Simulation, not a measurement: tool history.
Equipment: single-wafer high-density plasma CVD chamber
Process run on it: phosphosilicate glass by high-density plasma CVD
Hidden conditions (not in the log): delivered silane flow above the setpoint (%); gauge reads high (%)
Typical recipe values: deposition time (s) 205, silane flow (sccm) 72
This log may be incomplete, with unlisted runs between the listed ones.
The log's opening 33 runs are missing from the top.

run,hour,deposition time (s),silane flow (sccm),wafers since the last listed run,hours since the silane flow controller was replaced,hours since the gauge calibration,"read-back reference wafer on the same gauge, thickness_nm",mean film thickness on the monitor wafer (nm)
34,2077.1,245,77,808,1118.7,829.0,1280.382,1868.432
35,2116.5,216,85,216,1158.1,868.4,1277.834,1814.341
36,2159.2,220,72,234,1200.8,911.1,1278.622,1580.275
37,2187.1,165,58,153,1228.7,939.0,1279.690,947.634
38,2240.1,185,63,291,1281.7,992.0,1278.788,1148.870
39,2308.7,178,72,376,1350.3,1060.6,1279.778,1270.331
40,2336.7,205,72,153,1378.3,1088.6,1279.976,1469.099
41,2376.2,216,79,216,1417.8,1128.1,1280.348,1683.417

Consider 4 possible next runs. They are alternatives, not a sequence: every one starts from the tool as it was left by run 41. What does each give?
A,2376.7,205,72,2,1418.3,1128.6,?,?
B,2376.7,225,67,2,1418.3,1128.6,?,?
C,2376.7,245,61,2,1418.3,1128.6,?,?
D,2376.7,185,86,2,1418.3,1128.6,?,?

run,"read-back reference wafer on the same gauge, thickness_nm",mean film thickness on the monitor wafer (nm)
A,1278.287,1462.226
B,1278.287,1493.432
C,1278.287,1480.553
D,1278.287,1576.153
Without the tool's unlogged condition, the same runs would have read:
run,mean film thickness on the monitor wafer (nm)
A,1440.902
B,1471.653
C,1458.962
D,1553.168
